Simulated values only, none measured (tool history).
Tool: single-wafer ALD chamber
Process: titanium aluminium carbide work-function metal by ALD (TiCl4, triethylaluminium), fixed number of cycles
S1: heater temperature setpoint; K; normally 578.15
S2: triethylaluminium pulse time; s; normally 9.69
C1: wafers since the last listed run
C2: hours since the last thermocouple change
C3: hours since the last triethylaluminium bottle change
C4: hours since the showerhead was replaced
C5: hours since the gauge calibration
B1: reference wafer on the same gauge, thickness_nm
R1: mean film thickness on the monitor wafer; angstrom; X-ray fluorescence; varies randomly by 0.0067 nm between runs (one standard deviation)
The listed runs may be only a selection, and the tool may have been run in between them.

run	hour	S1	S2	C1	C2	C3	C4	C5	B1	R1
1	0.0	567.15	9.69	0	1259.9	378.2	5892.1	175.5	2.142	19.17
2	50.6	567.15	9.69	638	1310.5	428.8	5942.7	226.1	2.140	18.93
3	61.5	578.15	9.69	137	1321.4	439.7	5953.6	237.0	2.140	20.05
4	73.1	578.15	9.69	146	1333.0	451.3	5965.2	248.6	2.141	19.92
# hour 92.4: showerhead replaced
5	92.9	590.15	9.69	148	1352.8	471.1	0.5	268.4	2.139	21.20
6	99.2	590.15	9.69	79	1359.1	477.4	6.8	274.7	2.141	21.18
# hour 102.4: gauge calibrated
7	105.7	569.15	9.69	81	1365.6	483.9	13.3	3.3	2.140	18.99
# hour 120.5: thermocouple changed; heater temperature recalibrated
8	121.0	578.15	9.69	92	0.5	499.2	28.6	18.6	2.139	19.70
9	131.4	578.15	11.02	131	10.9	509.6	39.0	29.0	2.140	20.74
10	142.6	575.15	11.03	141	22.1	520.8	50.2	40.2	2.140	20.32
11	150.3	592.15	12.48	97	29.8	528.5	57.9	47.9	2.140	22.66
12	159.1	589.15	9.69	110	38.6	537.3	66.7	56.7	2.139	20.69
13	175.7	572.15	9.69	209	55.2	553.9	83.3	73.3	2.139	18.96
# hour 190.0: triethylaluminium bottle replaced
14	190.5	578.15	13.36	85	70.0	0.5	98.1	88.1	2.140	22.09
15	206.3	582.15	9.69	199	85.8	16.3	113.9	103.9	2.140	21.83
16	214.1	578.15	9.69	98	93.6	24.1	121.7	111.7	2.140	21.34
17	227.7	564.15	10.75	171	107.2	37.7	135.3	125.3	2.140	20.24
18	237.7	585.15	6.51	126	117.2	47.7	145.3	135.3	2.140	17.90
19	248.1	578.15	9.69	131	127.6	58.1	155.7	145.7	2.139	21.34
20	256.5	578.15	9.69	105	136.0	66.5	164.1	154.1	2.140	21.20
21	265.8	583.15	10.86	117	145.3	75.8	173.4	163.4	2.139	22.15

Alternative continuations, all from the tool just after run 21; predict every row:
A	266.2	578.15	13.24	5	145.7	76.2	173.8	163.8	?	?
B	266.2	587.15	8.14	5	145.7	76.2	173.8	163.8	?	?
C	266.2	578.15	12.68	5	145.7	76.2	173.8	163.8	?	?
D	266.2	587.15	6.45	5	145.7	76.2	173.8	163.8	?	?
E	266.2	571.15	7.23	5	145.7	76.2	173.8	163.8	?	?

run	B1	R1
A	2.139	22.14
B	2.139	21.01
C	2.139	22.09
D	2.139	17.83
E	2.139	18.17
Take away the tool's hidden state, keep each run's random variation, and the runs would have read:
run	R1
A	22.19
B	21.34
C	22.15
D	18.34
E	18.57
